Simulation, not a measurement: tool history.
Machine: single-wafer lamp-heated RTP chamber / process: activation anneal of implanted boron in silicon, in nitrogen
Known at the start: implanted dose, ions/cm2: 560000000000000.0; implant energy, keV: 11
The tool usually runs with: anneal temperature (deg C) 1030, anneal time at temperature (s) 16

run	hour	anneal temperature (deg C)	anneal time at temperature (s)	wafers since the last listed run	wafers since the last pyrometer calibration	wafers since the reflector plate was cleaned	hours since the gauge calibration	read-back reference wafer on the same gauge, sheet resistance	sheet resistance of the implanted and annealed layer (ohm/square)
1	0.0	1030	16	0	1717	7057	1570.5	228.05	217.33
# hour 80.5: reflector plate cleaned
2	88.4	1030	16	1469	3187	143	1658.9	228.02	216.67
3	191.9	1030	16	1891	5079	2035	1762.4	227.85	216.74
4	249.1	1030	21	1045	6124	3081	1819.6	227.77	215.94
# hour 319.3: pyrometer window cleaned and pyrometer calibrated
5	329.4	1030	21	1321	185	4402	1899.9	227.58	215.60
6	371.4	1030	10	767	952	5170	1941.9	227.41	217.40
# hour 573.2: reflector plate cleaned
7	658.2	1007	20	5096	6049	1552	2228.7	226.98	217.45
# hour 755.6: pyrometer window cleaned and pyrometer calibrated
8	756.1	1030	16	1643	8	3196	2326.6	226.89	215.58
# hour 762.1: gauge calibrated
9	820.4	1030	16	1175	1184	4371	58.3	230.67	219.29
10	912.6	1051	12	1685	2869	6056	150.5	230.51	218.92
11	961.1	1051	12	886	3755	6943	199.0	230.36	218.38
# hour 985.2: reflector plate cleaned
12	1062.2	1030	16	1701	5457	1406	300.1	230.21	219.32
13	1139.4	1030	16	1411	6868	2817	377.3	229.98	219.03
# hour 1178.7: pyrometer window cleaned and pyrometer calibrated
14	1246.6	1030	23	1813	1241	4630	484.5	229.79	218.16
15	1351.5	1059	12	1917	3159	6548	589.4	229.71	217.49
16	1429.6	1043	16	1427	4586	7975	667.5	229.57	217.07
# hour 1455.4: reflector plate cleaned
17	1496.5	1046	16	1076	5663	750	734.4	229.48	216.77
18	1590.4	1051	12	1716	7379	2467	828.3	229.29	217.52
# hour 1613.9: pyrometer window cleaned and pyrometer calibrated
19	1689.8	1040	9	1670	1388	4137	927.7	229.11	217.96
20	1767.7	1050	23	1423	2811	5561	1005.6	228.86	215.45
21	1854.2	1051	12	1581	4393	7142	1092.1	228.83	217.46
# hour 1866.6: reflector plate cleaned
22	1924.9	1030	16	1146	5539	1065	1162.8	228.72	217.78
23	1982.6	1008	9	1054	6593	2120	1220.5	228.57	219.88
# hour 2080.1: pyrometer window cleaned and pyrometer calibrated
24	2214.2	1030	16	4087	2451	6207	1452.1	228.19	216.75
25	2264.0	1051	7	910	3362	7117	1501.9	228.04	217.53
26	2304.8	1049	25	745	4107	7863	1542.7	228.05	214.52
27	2343.1	1030	16	700	4807	8563	1581.0	227.91	216.59

Here are 3 independent what-if runs from the current tool condition. What would each one return?
A	2343.5	1030	16	7	4815	8570	1581.4	?	?
B	2343.5	1020	25	7	4815	8570	1581.4	?	?
C	2343.5	1017	23	7	4815	8570	1581.4	?	?

run	read-back reference wafer on the same gauge, sheet resistance	sheet resistance of the implanted and annealed layer (ohm/square)
A	228.00	216.48
B	228.00	216.19
C	228.00	216.63
Stripped of hidden state, with their random variation kept, the same runs would have yielded:
run	sheet resistance of the implanted and annealed layer (ohm/square)
A	219.37
B	219.07
C	219.52
